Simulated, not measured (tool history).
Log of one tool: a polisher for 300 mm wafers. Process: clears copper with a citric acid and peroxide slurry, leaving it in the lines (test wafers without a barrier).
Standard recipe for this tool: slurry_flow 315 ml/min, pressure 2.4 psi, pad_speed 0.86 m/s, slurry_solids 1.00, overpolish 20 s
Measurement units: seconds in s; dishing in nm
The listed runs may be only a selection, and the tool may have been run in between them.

run	day	slurry_flow	pressure	pad_speed	slurry_solids	overpolish	incoming thickness of the incoming film, nm	seconds	dishing
1	0.000	315	2.4	0.86	1.00	20	122.6	97.2	18.7
# day 0.567: worn pad replaced by a new one
2	0.679	315	2.4	0.86	1.00	20	127.2	86.3	20.9
3	1.288	315	2.4	0.86	1.00	20	124.0	95.1	18.4
4	2.004	315	2.4	0.86	1.00	29	125.1	97.6	23.9
5	2.596	315	2.4	0.86	1.00	29	124.6	98.0	25.7
# day 3.425: worn pad replaced by a new one
6	3.446	315	2.4	0.86	1.00	29	124.8	88.9	26.5
# day 4.183: head pressure recalibrated
7	4.521	315	2.4	0.86	1.00	20	123.2	92.9	19.3
# day 5.325: slurry nozzle cleaned
8	5.346	315	2.1	0.86	0.75	26	124.3	116.2	19.7
# day 5.983: worn pad replaced by a new one
9	6.321	355	2.4	1.14	1.00	29	127.0	69.8	32.8
# day 6.733: slurry blender recalibrated
10	7.304	355	2.4	1.14	1.00	29	124.7	74.2	31.7
# day 8.842: worn pad replaced by a new one
11	10.346	315	2.4	0.86	1.00	29	125.6	98.0	24.4
12	11.104	315	2.4	0.86	1.00	16	126.0	102.8	14.7
# day 11.767: worn pad replaced by a new one
13	12.079	215	2.4	0.74	1.00	24	125.7	108.5	20.0

Estimate the outcome of run 14 from the log above:
14	13.183	315	2.4	0.86	0.75	30	124.3	?	?

For run 14 the tool returned seconds 98.7 s, dishing 24.4 nm.
The same run, on a tool lacking any hidden state, would have yielded seconds 87.8 s, dishing 26.7 nm.
